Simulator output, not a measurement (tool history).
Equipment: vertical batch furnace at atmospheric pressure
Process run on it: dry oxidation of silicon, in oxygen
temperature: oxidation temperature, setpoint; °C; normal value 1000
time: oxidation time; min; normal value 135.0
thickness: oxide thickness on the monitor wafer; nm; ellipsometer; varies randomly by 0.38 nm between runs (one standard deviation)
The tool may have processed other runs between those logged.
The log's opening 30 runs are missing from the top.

run	hour	temperature	time	wafers since the last listed run	hours since the last temperature calibration	hours since the boat lift was adjusted	hours since the gauge calibration	read-back reference wafer on the same gauge, thickness	thickness
31	2598.8	1011	135.0	1209	1472.0	459.9	784.1	78.37	84.12
32	2657.3	1015	195.5	727	1530.5	518.4	842.6	78.40	112.35
33	2743.3	1000	135.0	1069	1616.5	604.4	928.6	78.44	75.97
34	2834.5	1000	135.0	1134	1707.7	695.6	1019.8	78.30	75.77
# hour 2880.6: boat lift adjusted, repeated, since the last time left the tool worse
35	3114.4	1000	135.0	3182	1987.6	233.8	1299.7	78.49	79.93
36	3197.2	1008	87.0	1029	2070.4	316.6	1382.5	78.31	63.82
37	3267.7	982	135.0	876	2140.9	387.1	1453.0	78.42	67.44
38	3368.2	1000	135.0	1249	2241.4	487.6	1553.5	78.44	80.16

Branching from run 38: 5 alternative next runs. What would each branch give?
A	3374.7	1000	135.0	80	2247.9	494.1	1560.0	?	?
B	3374.7	1020	169.0	80	2247.9	494.1	1560.0	?	?
C	3374.7	988	92.5	80	2247.9	494.1	1560.0	?	?
D	3374.7	979	182.5	80	2247.9	494.1	1560.0	?	?
E	3374.7	979	135.0	80	2247.9	494.1	1560.0	?	?

run	read-back reference wafer on the same gauge, thickness	thickness
A	78.49	80.06
B	78.49	112.02
C	78.49	54.88
D	78.49	81.97
E	78.49	66.14
With no hidden state in the tool, these same runs would have given:
run	thickness
A	80.11
B	112.09
C	54.92
D	82.02
E	66.18
